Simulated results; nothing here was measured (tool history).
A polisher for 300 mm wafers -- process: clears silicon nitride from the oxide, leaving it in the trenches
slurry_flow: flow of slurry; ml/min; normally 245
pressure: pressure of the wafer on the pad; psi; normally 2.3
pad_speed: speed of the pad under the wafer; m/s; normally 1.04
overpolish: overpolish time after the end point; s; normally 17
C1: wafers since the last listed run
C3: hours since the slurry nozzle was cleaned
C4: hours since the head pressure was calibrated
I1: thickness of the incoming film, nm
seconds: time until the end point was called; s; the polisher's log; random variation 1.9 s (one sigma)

Run 1, hour 0: usual settings; C1 0; wafers polished on this pad 1662; C3 67.8; C4 616; I1 100.8. Result: seconds 96.1 s.
At hour 37: worn pad replaced by a new one.
Run 2, hour 59.7: usual settings; C1 486; wafers polished on this pad 198; C3 127.5; C4 675.7; I1 98.5. Result: seconds 92.8 s.
Run 3, hour 109.7: usual settings; C1 436; wafers polished on this pad 635; C3 177.5; C4 725.7; I1 99.6. Result: seconds 89.9 s.
Run 4, hour 173.3: usual settings but pad_speed 0.88 m/s; C1 555; wafers polished on this pad 1191; C3 241.1; C4 789.3; I1 99.2. Result: seconds 107.7 s.
At hour 241.8: worn pad replaced by a new one.
Run 5, hour 267.4: usual settings but pad_speed 0.88 m/s; C1 787; wafers polished on this pad 223; C3 335.2; C4 883.4; I1 99.7. Result: seconds 106.3 s.
Run 6, hour 320.8: usual settings; C1 466; wafers polished on this pad 690; C3 388.6; C4 936.8; I1 100.2. Result: seconds 93.8 s.
At hour 356.8: head pressure recalibrated.
Run 7, hour 360.6: usual settings; C1 330; wafers polished on this pad 1020; C3 428.4; C4 3.8; I1 99.5. Result: seconds 87.6 s.
At hour 381.9: slurry nozzle cleaned.
Run 8, hour 406.5: usual settings; C1 392; wafers polished on this pad 1412; C3 24.6; C4 49.7; I1 99.2. Result: seconds 86.3 s.
Run 9, hour 462.6: usual settings but slurry_flow 190 ml/min, pressure 2 psi, pad_speed 1.38 m/s, overpolish 21 s; C1 490; wafers polished on this pad 1902; C3 80.7; C4 105.8; I1 99.4. Result: seconds 78.7 s.
At hour 480.4: worn pad replaced by a new one.
Run 10, hour 516: usual settings but slurry_flow 205 ml/min; C1 431; wafers polished on this pad 310; C3 134.1; C4 159.2; I1 102.1. Result: seconds 89.4 s.
At hour 549.5: head pressure recalibrated, repeated, since the last time left the tool worse.
Run 11, hour 581.4: usual settings but pressure 1.6 psi; C1 553; wafers polished on this pad 864; C3 199.5; C4 31.9; I1 101.9. Result: seconds 142.6 s.
At hour 679.9: worn pad replaced by a new one.
Run 12, hour 682: usual settings but slurry_flow 200 ml/min, pressure 2 psi, pad_speed 0.88 m/s, overpolish 21 s; C1 843; wafers polished on this pad 18; C3 300.1; C4 132.5; I1 98.8. Result: seconds 136.2 s.
Run 13, hour 781.8: usual settings but pad_speed 0.74 m/s; C1 871; wafers polished on this pad 889; C3 399.9; C4 232.3; I1 100. Result: seconds 136.8 s.
At hour 801.3: slurry nozzle cleaned.
Run 14, hour 859.2: usual settings but pad_speed 0.74 m/s; C1 667; wafers polished on this pad 1557; C3 57.9; C4 309.7; I1 100.1. Result: seconds 136.7 s.
At hour 892.2: worn pad replaced by a new one.
Run 15, hour 970.8: usual settings but slurry_flow 210 ml/min, pad_speed 1.38 m/s; C1 940; wafers polished on this pad 686; C3 169.5; C4 421.3; I1 101.8. Result: seconds 74.9 s.
Run 16, hour 1007.2: usual settings but slurry_flow 175 ml/min, pressure 3.1 psi, pad_speed 1.3 m/s, overpolish 11 s; C1 318; wafers polished on this pad 1004; C3 205.9; C4 457.7; I1 101.8. Result: seconds 60.5 s.
At hour 1097.9: worn pad replaced by a new one.
Run 17, hour 1100.4: usual settings but slurry_flow 160 ml/min, pad_speed 0.92 m/s, overpolish 22 s; C1 779; wafers polished on this pad 22; C3 299.1; C4 550.9; I1 100.9. Result: seconds 114.2 s.

4 ways to go on from here, each from the tool as it stands after run 17. What would each give?
Run A, hour 1100.9: usual settings; C1 4; wafers polished on this pad 26; C3 299.6; C4 551.4; I1 99.2. Result: seconds ?.
Run B, hour 1100.9: usual settings but slurry_flow 300 ml/min, pad_speed 1.38 m/s; C1 4; wafers polished on this pad 26; C3 299.6; C4 551.4; I1 99.2. Result: seconds ?.
Run C, hour 1100.9: usual settings but overpolish 20 s; C1 4; wafers polished on this pad 26; C3 299.6; C4 551.4; I1 99.2. Result: seconds ?.
Run D, hour 1100.9: usual settings but pressure 2.6 psi; C1 4; wafers polished on this pad 26; C3 299.6; C4 551.4; I1 99.2. Result: seconds ?.

run  seconds
  A     92.2
  B     68.4
  C     92.2
  D     81.6
Stripped of hidden state, with their random variation kept, the same runs would have yielded:
run  seconds
  A     96.5
  B     71.6
  C     96.5
  D     85.4

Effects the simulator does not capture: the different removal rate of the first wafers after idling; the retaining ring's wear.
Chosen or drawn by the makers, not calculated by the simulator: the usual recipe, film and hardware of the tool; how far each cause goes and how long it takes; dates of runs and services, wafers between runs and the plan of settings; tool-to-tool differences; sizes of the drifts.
